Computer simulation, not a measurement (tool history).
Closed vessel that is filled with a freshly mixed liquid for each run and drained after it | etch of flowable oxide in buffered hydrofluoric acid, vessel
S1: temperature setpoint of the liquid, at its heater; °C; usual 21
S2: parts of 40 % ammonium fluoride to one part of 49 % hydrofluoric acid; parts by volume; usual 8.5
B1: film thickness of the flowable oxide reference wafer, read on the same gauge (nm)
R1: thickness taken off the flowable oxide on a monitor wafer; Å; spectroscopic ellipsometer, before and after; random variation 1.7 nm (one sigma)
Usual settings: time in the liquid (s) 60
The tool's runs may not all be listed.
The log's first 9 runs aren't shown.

At hour 162.8: hydrofluoric acid flow meter replaced.
Run 10, hour 163.2: usual settings; B1 60.02. Result: R1 2588.2 Å.
Run 11, hour 192: usual settings but S1 17.5 °C, S2 10 parts by volume; B1 60.02. Result: R1 1867.7 Å.
Run 12, hour 225: usual settings but S1 17.5 °C, S2 10 parts by volume; B1 60.02. Result: R1 1858.8 Å.
Run 13, hour 245.2: usual settings but S1 17.5 °C, S2 10 parts by volume; B1 59.99. Result: R1 1867 Å.
Run 14, hour 264.5: usual settings but S1 25.5 °C, S2 5 parts by volume, time in the liquid (s) 30; B1 59.98. Result: R1 2724.2 Å.
Run 15, hour 286.6: usual settings but time in the liquid (s) 40; B1 60.02. Result: R1 1730.5 Å.
Run 16, hour 307.9: usual settings but S1 17.5 °C, S2 7 parts by volume, time in the liquid (s) 95; B1 60.01. Result: R1 4141.4 Å.
Run 17, hour 321.8: usual settings but S1 23 °C, time in the liquid (s) 75; B1 60.01. Result: R1 3590.3 Å.
At hour 329.8: thermometer replaced.
Run 18, hour 348.2: usual settings but S1 17 °C, S2 10.5 parts by volume; B1 60.02. Result: R1 1841.6 Å.
Run 19, hour 362.4: usual settings but S1 25.5 °C; B1 59.99. Result: R1 3515.6 Å.
Run 20, hour 394.5: usual settings but S2 6 parts by volume; B1 60.02. Result: R1 3874 Å.

Forecast run 21:
Run 21, hour 406.7: usual settings but S1 17 °C, time in the liquid (s) 50; B1 ?. Result: R1 ?.

B1: 59.99
R1: 1800.8 Å
Without the tool's hidden state the same run would have given R1 1827.7 Å.
